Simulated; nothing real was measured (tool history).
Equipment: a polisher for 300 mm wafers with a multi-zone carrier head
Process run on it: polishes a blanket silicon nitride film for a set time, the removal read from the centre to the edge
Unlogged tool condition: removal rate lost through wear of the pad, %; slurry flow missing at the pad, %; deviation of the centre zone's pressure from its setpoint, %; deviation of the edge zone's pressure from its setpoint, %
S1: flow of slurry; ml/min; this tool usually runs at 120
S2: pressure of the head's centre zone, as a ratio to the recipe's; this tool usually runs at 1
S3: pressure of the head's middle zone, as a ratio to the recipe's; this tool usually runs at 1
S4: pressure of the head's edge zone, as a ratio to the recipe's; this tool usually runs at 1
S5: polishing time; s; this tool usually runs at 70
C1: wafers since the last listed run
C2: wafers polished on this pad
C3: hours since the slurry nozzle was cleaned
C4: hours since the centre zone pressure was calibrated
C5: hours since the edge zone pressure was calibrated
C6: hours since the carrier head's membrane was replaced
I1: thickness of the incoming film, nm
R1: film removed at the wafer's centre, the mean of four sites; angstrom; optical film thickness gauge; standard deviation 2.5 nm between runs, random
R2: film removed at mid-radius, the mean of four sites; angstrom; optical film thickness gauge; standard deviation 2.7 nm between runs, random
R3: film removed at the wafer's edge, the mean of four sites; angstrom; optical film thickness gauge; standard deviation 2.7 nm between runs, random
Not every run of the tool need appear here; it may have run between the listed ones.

run    hour   S1    S2    S3    S4  S5    C1    C2     C3     C4      C5     C6     I1    R1    R2    R3
  1       0  120     1     1     1  70     0  1618  211.8   26.8   768.9  483.1  755.5  1863  1893  1919
  2    28.3  120     1  1.05     1  70   214  1832  240.1   55.1   797.2  511.4  754.9  1929  2024  1978
       63.6  -- worn pad replaced by a new one
  3    68.9  120     1  1.05     1  70   276    40  280.7   95.7   837.8    552  775.1  1902  2013  1871
  4    98.9  120     1     1     1  70   226   267  310.7  125.7   867.8    582  763.3  1912  1943  1956
  5     166  120     1     1     1  70   507   774  377.8  192.8   934.9  649.1  761.7  1856  1948  1929
  6   312.6  120     1     1     1  70  1108  1883  524.4  339.4  1081.5  795.7  751.6  1820  1934  1985
      320.7  -- carrier head's membrane replaced by a new one
      335.1  -- worn pad replaced by a new one
  7   362.5  120     1     1     1  70   309   207  574.3  389.3  1131.4   41.8  768.9  1798  1930  1934
  8   409.3  120     1     1     1  70   353   561  621.1  436.1  1178.2   88.6  755.9  1786  1918  1888
      443.9  -- centre zone pressure recalibrated
      456.3  -- slurry nozzle cleaned
  9     505  120     1     1     1  70   701  1262   48.7   61.1  1273.9  184.3  776.2  2086  1898  1966
 10   558.3  150  1.09     1  0.93  89   403  1665    102  114.4  1327.2  237.6  764.7  3003  2447  2517
 11     608  120  0.97  1.07     1  70   375  2041  151.7  164.1  1376.9  287.3  764.5  1981  2023  1947
      622.6  -- edge zone pressure recalibrated
 12   667.2  120  1.11  0.93  1.09  59   432  2474  210.9  223.3    44.6  346.5  748.4  1889  1556  1732
      680.6  -- worn pad replaced by a new one
      681.7  -- centre zone pressure recalibrated, repeated, since the last time left the tool worse
 13   725.7  120   0.9     1     1  92   404   333  269.4     44   103.1    405  746.8  2233  2534  2544
 14   759.2   90  0.94     1     1  57   253   586  302.9   77.5   136.6  438.5  760.1  1365  1517  1548
 15   790.9  155  0.89     1     1  70   239   826  334.6  109.2   168.3  470.2    754  1716  1935  1998
 16   831.2  120     1     1     1  70   304  1131  374.9  149.5   208.6  510.5  766.2  1854  1965  1930
 17   883.7  120     1     1     1  70   397  1528  427.4    202   261.1    563  756.3  1828  1957  1912
 18   927.2  160     1     1  0.92  70   329  1857  470.9  245.5   304.6  606.5    756  1915  2035  1901
      963.9  -- worn pad replaced by a new one
 19   964.4  120     1     1     1  70   251     3  508.1  282.7   341.8  643.7  767.8  1842  1964  1954
     1005.3  -- carrier head's membrane replaced by a new one
 20  1080.5  150  1.09  0.97     1  70   840   844  624.2  398.8   457.9   75.2  751.3  2021  1947  1985
 21  1114.2  120     1     1  1.12  46   254  1099  657.9  432.5   491.6  108.9  753.2  1177  1242  1330
     1154.1  -- slurry nozzle cleaned
 22  1169.4  120     1  1.03     1  70   409  1508   15.3  487.7   546.8  164.1  769.7  1762  1962  1890
     1192.5  -- centre zone pressure recalibrated
     1281.8  -- worn pad replaced by a new one
 23  1379.4  105  0.92     1  1.09  48  1542   737  225.3  186.9   756.8  374.1  762.6  1128  1294  1385

List, for all runs, the conditions of the tool that the log does not record:
removal rate lost through wear of the pad, %: 0 across all the runs
slurry flow missing at the pad, %: 0 across all the runs
deviation of the edge zone's pressure from its setpoint, %: 0 across all the runs
H1: deviation of the centre zone's pressure from its setpoint, %
run      H1
  1  0.0486
  2  -0.282
  3  -0.756
  4   -1.11
  5   -1.89
  6    -3.6
  7   -4.18
  8   -4.73
  9    10.1
 10    9.49
 11    8.91
 12    8.22
 13   -1.45
 14   -1.84
 15   -2.21
 16   -2.68
 17   -3.29
 18    -3.8
 19   -4.23
 20   -5.59
 21   -5.98
 22   -6.63
 23   -2.44
